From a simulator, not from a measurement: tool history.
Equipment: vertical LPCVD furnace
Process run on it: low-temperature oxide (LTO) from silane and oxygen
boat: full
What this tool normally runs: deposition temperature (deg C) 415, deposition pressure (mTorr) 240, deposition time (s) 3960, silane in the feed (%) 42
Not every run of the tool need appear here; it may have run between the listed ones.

run    hour  deposition temperature (deg C)  deposition pressure (mTorr)  deposition time (s)  silane in the feed (%)  wafers since the last listed run  hours since the last temperature calibration  hours since the pressure gauge was zeroed  hours since the silane flow controller was replaced  hours since the gauge calibration  read-back reference wafer on the same gauge, thickness  film thickness on the monitor wafer in the middle of the boat (nm)
  1     0.0                             415                          240                 3960                      42                                 0                                        1317.8                                     4051.5                                               4280.5                              144.1                                                  994.77                                                              894.31
  2    86.8                             415                          240                 3960                      42                              1355                                        1404.6                                     4138.3                                               4367.3                              230.9                                                  994.39                                                              894.32
  3   132.9                             415                          240                 3960                      42                               719                                        1450.7                                     4184.4                                               4413.4                              277.0                                                  994.99                                                              895.18
      191.6  -- thermocouples replaced and temperature profile calibrated
  4   192.1                             415                          240                 3960                      42                               549                                           0.5                                     4243.6                                               4472.6                              336.2                                                  994.53                                                              896.18
  5   250.6                             415                          240                 3960                      42                               913                                          59.0                                     4302.1                                               4531.1                              394.7                                                  995.06                                                              896.17
  6   321.2                             415                          240                 3960                      42                              1102                                         129.6                                     4372.7                                               4601.7                              465.3                                                  994.88                                                              899.88
  7   421.4                             415                          240                 3960                      45                              1564                                         229.8                                     4472.9                                               4701.9                              565.5                                                  994.26                                                              961.75
  8   458.5                             415                          240                 3960                      45                               579                                         266.9                                     4510.0                                               4739.0                              602.6                                                  996.04                                                              965.86
  9   582.0                             415                          240                 4380                      42                              1928                                         390.4                                     4633.5                                               4862.5                              726.1                                                  994.94                                                              988.07
 10   654.1                             415                          240                 3960                      42                              1125                                         462.5                                     4705.6                                               4934.6                              798.2                                                  995.84                                                              893.46
 11   692.3                             415                          240                 3960                      42                               596                                         500.7                                     4743.8                                               4972.8                              836.4                                                  994.64                                                              895.47
 12   731.0                             415                          240                 3960                      42                               604                                         539.4                                     4782.5                                               5011.5                              875.1                                                  995.19                                                              893.72
 13   975.4                             415                          240                 4440                      42                              3816                                         783.8                                     5026.9                                               5255.9                             1119.5                                                  994.51                                                              999.83
 14  1041.1                             415                          240                 4440                      42                              1025                                         849.5                                     5092.6                                               5321.6                             1185.2                                                  994.70                                                              999.18
 15  1103.0                             424                          240                 3960                      50                               966                                         911.4                                     5154.5                                               5383.5                             1247.1                                                  995.14                                                             1156.14
 16  1142.4                             422                          240                 3960                      45                               615                                         950.8                                     5193.9                                               5422.9                             1286.5                                                  994.28                                                             1033.77
 17  1184.5                             415                          180                 3960                      42                               657                                         992.9                                     5236.0                                               5465.0                             1328.6                                                  993.61                                                              670.21
     1243.2  -- pressure gauge zeroed
 18  1254.8                             415                          220                 3960                      42                               722                                        1063.2                                       11.6                                               5535.3                             1398.9                                                  995.49                                                              819.65
 19  1315.6                             421                          240                 3210                      42                               949                                        1124.0                                       72.4                                               5596.1                             1459.7                                                  994.36                                                              773.39
     1432.5  -- gauge calibrated
     1474.8  -- silane flow controller replaced
 20  1563.6                             415                          210                 3960                      46                              3497                                        1372.0                                      320.4                                                 88.8                              131.1                                                  995.49                                                              879.01
 21  1731.2                             409                          280                 5400                      42                              2616                                        1539.6                                      488.0                                                256.4                              298.7                                                  995.23                                                             1373.19
 22  1786.4                             415                          240                 3960                      42                               861                                        1594.8                                      543.2                                                311.6                              353.9                                                  994.67                                                              916.02
     1817.8  -- thermocouples replaced and temperature profile calibrated
 23  1877.9                             415                          260                 4740                      42                              1053                                          60.1                                      634.7                                                403.1                              445.4                                                  993.99                                                             1181.38
 24  1965.3                             426                          240                 3960                      42                              1364                                         147.5                                      722.1                                                490.5                              532.8                                                  995.88                                                             1019.13
 25  2058.2                             415                          240                 3960                      42                              1450                                         240.4                                      815.0                                                583.4                              625.7                                                  995.48                                                              913.92
 26  2163.6                             415                          240                 3960                      42                              1645                                         345.8                                      920.4                                                688.8                              731.1                                                  995.09                                                              909.35

What does the tool deliver on the next run?
 27  2249.2                             415                          240                 3960                      42                              1336                                         431.4                                     1006.0                                                774.4                              816.7                                                       ?                                                                   ?

read-back reference wafer on the same gauge, thickness: 994.48
film thickness on the monitor wafer in the middle of the boat (nm): 912.68
If the tool had no hidden condition, the same run with the same run-to-run variation would have returned film thickness on the monitor wafer in the middle of the boat (nm) 919.58.
